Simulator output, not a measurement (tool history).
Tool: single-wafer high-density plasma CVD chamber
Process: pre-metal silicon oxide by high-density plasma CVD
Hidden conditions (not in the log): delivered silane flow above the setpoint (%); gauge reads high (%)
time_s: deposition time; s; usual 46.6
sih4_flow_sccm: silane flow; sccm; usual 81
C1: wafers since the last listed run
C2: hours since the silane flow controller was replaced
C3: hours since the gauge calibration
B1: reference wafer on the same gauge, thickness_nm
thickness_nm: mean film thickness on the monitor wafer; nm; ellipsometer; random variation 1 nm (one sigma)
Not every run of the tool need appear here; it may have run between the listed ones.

{"run": 1, "hour": 0.0, "time_s": 51.9, "sih4_flow_sccm": 81, "C1": 0, "C2": 850.6, "C3": 569.2, "B1": 310.821, "thickness_nm": 403.051}
{"run": 2, "hour": 213.7, "time_s": 51.9, "sih4_flow_sccm": 81, "C1": 5629, "C2": 1064.3, "C3": 782.9, "B1": 310.912, "thickness_nm": 404.536}
{"run": 3, "hour": 256.8, "time_s": 46.6, "sih4_flow_sccm": 81, "C1": 1135, "C2": 1107.4, "C3": 826.0, "B1": 311.009, "thickness_nm": 360.446}
{"run": 4, "hour": 305.3, "time_s": 46.6, "sih4_flow_sccm": 81, "C1": 1277, "C2": 1155.9, "C3": 874.5, "B1": 310.95, "thickness_nm": 360.166}
{"run": 5, "hour": 349.1, "time_s": 46.6, "sih4_flow_sccm": 81, "C1": 1153, "C2": 1199.7, "C3": 918.3, "B1": 311.092, "thickness_nm": 359.533}
{"run": 6, "hour": 405.9, "time_s": 46.6, "sih4_flow_sccm": 81, "C1": 1496, "C2": 1256.5, "C3": 975.1, "B1": 310.998, "thickness_nm": 361.286}
{"run": 7, "hour": 431.8, "time_s": 46.6, "sih4_flow_sccm": 81, "C1": 682, "C2": 1282.4, "C3": 1001.0, "B1": 310.961, "thickness_nm": 361.65}
{"run": 8, "hour": 477.2, "time_s": 46.6, "sih4_flow_sccm": 81, "C1": 1195, "C2": 1327.8, "C3": 1046.4, "B1": 310.969, "thickness_nm": 359.926}
{"run": 9, "hour": 508.7, "time_s": 46.6, "sih4_flow_sccm": 81, "C1": 829, "C2": 1359.3, "C3": 1077.9, "B1": 311.135, "thickness_nm": 359.478}
{"run": 10, "hour": 542.5, "time_s": 46.6, "sih4_flow_sccm": 81, "C1": 890, "C2": 1393.1, "C3": 1111.7, "B1": 311.121, "thickness_nm": 360.718}
{"run": 11, "hour": 567.9, "time_s": 46.6, "sih4_flow_sccm": 81, "C1": 669, "C2": 1418.5, "C3": 1137.1, "B1": 310.921, "thickness_nm": 358.943}
{"run": 12, "hour": 627.8, "time_s": 46.6, "sih4_flow_sccm": 81, "C1": 1577, "C2": 1478.4, "C3": 1197.0, "B1": 311.012, "thickness_nm": 360.369}
{"run": 13, "hour": 665.4, "time_s": 46.6, "sih4_flow_sccm": 81, "C1": 990, "C2": 1516.0, "C3": 1234.6, "B1": 310.994, "thickness_nm": 358.139}
{"hour": 801.7, "done": "gauge calibrated"}
{"run": 14, "hour": 849.6, "time_s": 46.6, "sih4_flow_sccm": 81, "C1": 4852, "C2": 1700.2, "C3": 47.9, "B1": 310.958, "thickness_nm": 359.601}
{"run": 15, "hour": 920.0, "time_s": 46.6, "sih4_flow_sccm": 81, "C1": 1854, "C2": 1770.6, "C3": 118.3, "B1": 311.082, "thickness_nm": 359.617}
{"run": 16, "hour": 977.0, "time_s": 50.8, "sih4_flow_sccm": 89, "C1": 1501, "C2": 1827.6, "C3": 175.3, "B1": 311.09, "thickness_nm": 425.264}
{"run": 17, "hour": 1037.7, "time_s": 42.5, "sih4_flow_sccm": 81, "C1": 1598, "C2": 1888.3, "C3": 236.0, "B1": 310.977, "thickness_nm": 327.118}
{"run": 18, "hour": 1080.3, "time_s": 46.6, "sih4_flow_sccm": 81, "C1": 1122, "C2": 1930.9, "C3": 278.6, "B1": 310.992, "thickness_nm": 357.655}
{"run": 19, "hour": 1144.0, "time_s": 46.6, "sih4_flow_sccm": 81, "C1": 1678, "C2": 1994.6, "C3": 342.3, "B1": 311.05, "thickness_nm": 356.643}
{"run": 20, "hour": 1213.3, "time_s": 46.6, "sih4_flow_sccm": 81, "C1": 1825, "C2": 2063.9, "C3": 411.6, "B1": 311.056, "thickness_nm": 359.61}
{"run": 21, "hour": 1253.5, "time_s": 46.6, "sih4_flow_sccm": 81, "C1": 1058, "C2": 2104.1, "C3": 451.8, "B1": 311.074, "thickness_nm": 358.318}
{"run": 22, "hour": 1278.0, "time_s": 46.6, "sih4_flow_sccm": 81, "C1": 645, "C2": 2128.6, "C3": 476.3, "B1": 311.021, "thickness_nm": 357.668}
{"run": 23, "hour": 1339.9, "time_s": 46.6, "sih4_flow_sccm": 81, "C1": 1630, "C2": 2190.5, "C3": 538.2, "B1": 311.02, "thickness_nm": 357.543}
{"run": 24, "hour": 1394.9, "time_s": 52.6, "sih4_flow_sccm": 93, "C1": 1448, "C2": 2245.5, "C3": 593.2, "B1": 311.094, "thickness_nm": 455.984}
{"run": 25, "hour": 1446.2, "time_s": 53.7, "sih4_flow_sccm": 68, "C1": 1351, "C2": 2296.8, "C3": 644.5, "B1": 311.033, "thickness_nm": 352.338}
{"hour": 1475.5, "done": "silane flow controller replaced"}
{"run": 26, "hour": 1476.0, "time_s": 46.6, "sih4_flow_sccm": 81, "C1": 574, "C2": 0.5, "C3": 674.3, "B1": 311.049, "thickness_nm": 362.45}
{"run": 27, "hour": 1498.7, "time_s": 39.1, "sih4_flow_sccm": 87, "C1": 597, "C2": 23.2, "C3": 697.0, "B1": 311.007, "thickness_nm": 324.816}
{"run": 28, "hour": 1532.8, "time_s": 46.6, "sih4_flow_sccm": 70, "C1": 898, "C2": 57.3, "C3": 731.1, "B1": 311.0, "thickness_nm": 318.386}
{"run": 29, "hour": 1597.0, "time_s": 46.6, "sih4_flow_sccm": 90, "C1": 1691, "C2": 121.5, "C3": 795.3, "B1": 311.055, "thickness_nm": 397.225}
{"run": 30, "hour": 1650.7, "time_s": 43.7, "sih4_flow_sccm": 97, "C1": 1414, "C2": 175.2, "C3": 849.0, "B1": 311.042, "thickness_nm": 398.967}
{"run": 31, "hour": 1721.4, "time_s": 46.6, "sih4_flow_sccm": 72, "C1": 1862, "C2": 245.9, "C3": 919.7, "B1": 311.085, "thickness_nm": 326.473}
{"run": 32, "hour": 1791.9, "time_s": 54.2, "sih4_flow_sccm": 97, "C1": 1857, "C2": 316.4, "C3": 990.2, "B1": 311.08, "thickness_nm": 498.531}
{"run": 33, "hour": 1832.8, "time_s": 46.6, "sih4_flow_sccm": 89, "C1": 1077, "C2": 357.3, "C3": 1031.1, "B1": 311.101, "thickness_nm": 394.201}
{"run": 34, "hour": 1927.3, "time_s": 40.4, "sih4_flow_sccm": 95, "C1": 2489, "C2": 451.8, "C3": 1125.6, "B1": 311.02, "thickness_nm": 361.737}
{"run": 35, "hour": 1970.9, "time_s": 55.7, "sih4_flow_sccm": 88, "C1": 1148, "C2": 495.4, "C3": 1169.2, "B1": 310.914, "thickness_nm": 468.892}
{"hour": 1973.2, "done": "gauge calibrated"}
{"run": 36, "hour": 2030.2, "time_s": 54.2, "sih4_flow_sccm": 70, "C1": 1562, "C2": 554.7, "C3": 57.0, "B1": 310.959, "thickness_nm": 369.745}
{"run": 37, "hour": 2066.7, "time_s": 55.3, "sih4_flow_sccm": 96, "C1": 961, "C2": 591.2, "C3": 93.5, "B1": 311.103, "thickness_nm": 500.586}
{"run": 38, "hour": 2132.6, "time_s": 53.7, "sih4_flow_sccm": 68, "C1": 1735, "C2": 657.1, "C3": 159.4, "B1": 310.864, "thickness_nm": 358.997}
{"run": 39, "hour": 2161.4, "time_s": 46.6, "sih4_flow_sccm": 81, "C1": 758, "C2": 685.9, "C3": 188.2, "B1": 311.014, "thickness_nm": 361.122}
{"run": 40, "hour": 2214.0, "time_s": 52.7, "sih4_flow_sccm": 91, "C1": 1385, "C2": 738.5, "C3": 240.8, "B1": 311.044, "thickness_nm": 454.561}
{"run": 41, "hour": 2274.9, "time_s": 52.5, "sih4_flow_sccm": 72, "C1": 1604, "C2": 799.4, "C3": 301.7, "B1": 310.908, "thickness_nm": 368.206}
{"run": 42, "hour": 2331.0, "time_s": 53.4, "sih4_flow_sccm": 74, "C1": 1477, "C2": 855.5, "C3": 357.8, "B1": 311.178, "thickness_nm": 385.173}
{"run": 43, "hour": 2373.6, "time_s": 46.6, "sih4_flow_sccm": 81, "C1": 1122, "C2": 898.1, "C3": 400.4, "B1": 311.123, "thickness_nm": 360.346}
{"run": 44, "hour": 2404.4, "time_s": 37.5, "sih4_flow_sccm": 86, "C1": 811, "C2": 928.9, "C3": 431.2, "B1": 311.096, "thickness_nm": 307.608}
{"run": 45, "hour": 2436.2, "time_s": 42.2, "sih4_flow_sccm": 77, "C1": 837, "C2": 960.7, "C3": 463.0, "B1": 311.086, "thickness_nm": 314.741}

Take each entry between the runs: how does the hidden state at the last listed run before it differ from the hidden state at the first listed run after it?
From run 13 to run 14: gauge calibrated (hour 801.7)
  delivered silane flow above the setpoint (%): -0.803 -> -0.993
  what was measured, less what the result would be without the hidden state, thickness_nm: -2.564 -> -3.187 nm
From run 25 to run 26: silane flow controller replaced (hour 1475.5)
  delivered silane flow above the setpoint (%): -1.76 -> 0.154
  what was measured, less what the result would be without the hidden state, thickness_nm: -5.560 -> +0.495 nm
From run 35 to run 36: gauge calibrated (hour 1973.2)
  delivered silane flow above the setpoint (%): 0.0758 -> 0.0559
  what was measured, less what the result would be without the hidden state, thickness_nm: +0.315 -> +0.182 nm
